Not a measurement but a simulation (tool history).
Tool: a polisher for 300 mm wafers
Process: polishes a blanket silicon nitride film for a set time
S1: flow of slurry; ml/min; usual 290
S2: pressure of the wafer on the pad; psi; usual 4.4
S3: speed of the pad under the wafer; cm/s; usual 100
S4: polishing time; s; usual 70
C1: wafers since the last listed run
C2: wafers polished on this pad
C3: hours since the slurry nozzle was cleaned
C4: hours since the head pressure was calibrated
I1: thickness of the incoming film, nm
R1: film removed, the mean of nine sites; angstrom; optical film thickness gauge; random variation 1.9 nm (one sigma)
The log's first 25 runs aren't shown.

{"run": 26, "day": 12.942, "S1": 375, "S2": 4.4, "S3": 100, "S4": 70, "C1": 165, "C2": 271, "C3": 873.6, "C4": 93.0, "I1": 529.8, "R1": 1572}
{"day": 13.338, "done": "slurry nozzle cleaned"}
{"run": 27, "day": 13.654, "S1": 355, "S2": 5.9, "S3": 134, "S4": 81, "C1": 178, "C2": 449, "C3": 7.6, "C4": 110.1, "I1": 516.8, "R1": 3015}
{"run": 28, "day": 14.354, "S1": 290, "S2": 5.7, "S3": 100, "S4": 70, "C1": 185, "C2": 635, "C3": 24.4, "C4": 126.9, "I1": 519.3, "R1": 1876}
{"run": 29, "day": 16.112, "S1": 370, "S2": 5.0, "S3": 132, "S4": 70, "C1": 466, "C2": 1102, "C3": 66.6, "C4": 169.1, "I1": 515.0, "R1": 2061}
{"day": 16.383, "done": "worn pad replaced by a new one"}
{"run": 30, "day": 17.546, "S1": 290, "S2": 4.4, "S3": 100, "S4": 70, "C1": 336, "C2": 309, "C3": 101.0, "C4": 203.5, "I1": 513.7, "R1": 1489}
{"run": 31, "day": 18.258, "S1": 290, "S2": 4.4, "S3": 100, "S4": 70, "C1": 189, "C2": 498, "C3": 118.1, "C4": 220.6, "I1": 519.2, "R1": 1429}
{"run": 32, "day": 18.621, "S1": 290, "S2": 3.3, "S3": 110, "S4": 70, "C1": 96, "C2": 594, "C3": 126.8, "C4": 229.3, "I1": 512.9, "R1": 1182}
{"run": 33, "day": 19.238, "S1": 350, "S2": 4.4, "S3": 100, "S4": 70, "C1": 163, "C2": 758, "C3": 141.6, "C4": 244.1, "I1": 520.2, "R1": 1482}
{"run": 34, "day": 19.779, "S1": 290, "S2": 4.4, "S3": 100, "S4": 70, "C1": 143, "C2": 902, "C3": 154.6, "C4": 257.1, "I1": 512.8, "R1": 1397}
{"run": 35, "day": 20.3, "S1": 290, "S2": 4.4, "S3": 100, "S4": 61, "C1": 138, "C2": 1040, "C3": 167.1, "C4": 269.6, "I1": 522.3, "R1": 1262}
{"run": 36, "day": 20.604, "S1": 290, "S2": 4.4, "S3": 100, "S4": 70, "C1": 80, "C2": 1121, "C3": 174.4, "C4": 276.9, "I1": 521.5, "R1": 1427}

Forecast each of these 5 alternatives for the next run:
{"run": "A", "day": 20.621, "S1": 290, "S2": 4.4, "S3": 72, "S4": 70, "C1": 4, "C2": 1125, "C3": 174.8, "C4": 277.3, "I1": 522.4, "R1": "?"}
{"run": "B", "day": 20.621, "S1": 290, "S2": 5.3, "S3": 100, "S4": 70, "C1": 4, "C2": 1125, "C3": 174.8, "C4": 277.3, "I1": 522.4, "R1": "?"}
{"run": "C", "day": 20.621, "S1": 245, "S2": 3.2, "S3": 72, "S4": 70, "C1": 4, "C2": 1125, "C3": 174.8, "C4": 277.3, "I1": 522.4, "R1": "?"}
{"run": "D", "day": 20.621, "S1": 350, "S2": 4.4, "S3": 84, "S4": 88, "C1": 4, "C2": 1125, "C3": 174.8, "C4": 277.3, "I1": 522.4, "R1": "?"}
{"run": "E", "day": 20.621, "S1": 210, "S2": 3.9, "S3": 118, "S4": 50, "C1": 4, "C2": 1125, "C3": 174.8, "C4": 277.3, "I1": 522.4, "R1": "?"}

run=A R1=1099
run=B R1=1722
run=C R1=790
run=D R1=1582
run=E R1=1011
Without the tool's hidden state the same runs would have given:
run=A R1=1265
run=B R1=1982
run=C R1=910
run=D R1=1821
run=E R1=1163

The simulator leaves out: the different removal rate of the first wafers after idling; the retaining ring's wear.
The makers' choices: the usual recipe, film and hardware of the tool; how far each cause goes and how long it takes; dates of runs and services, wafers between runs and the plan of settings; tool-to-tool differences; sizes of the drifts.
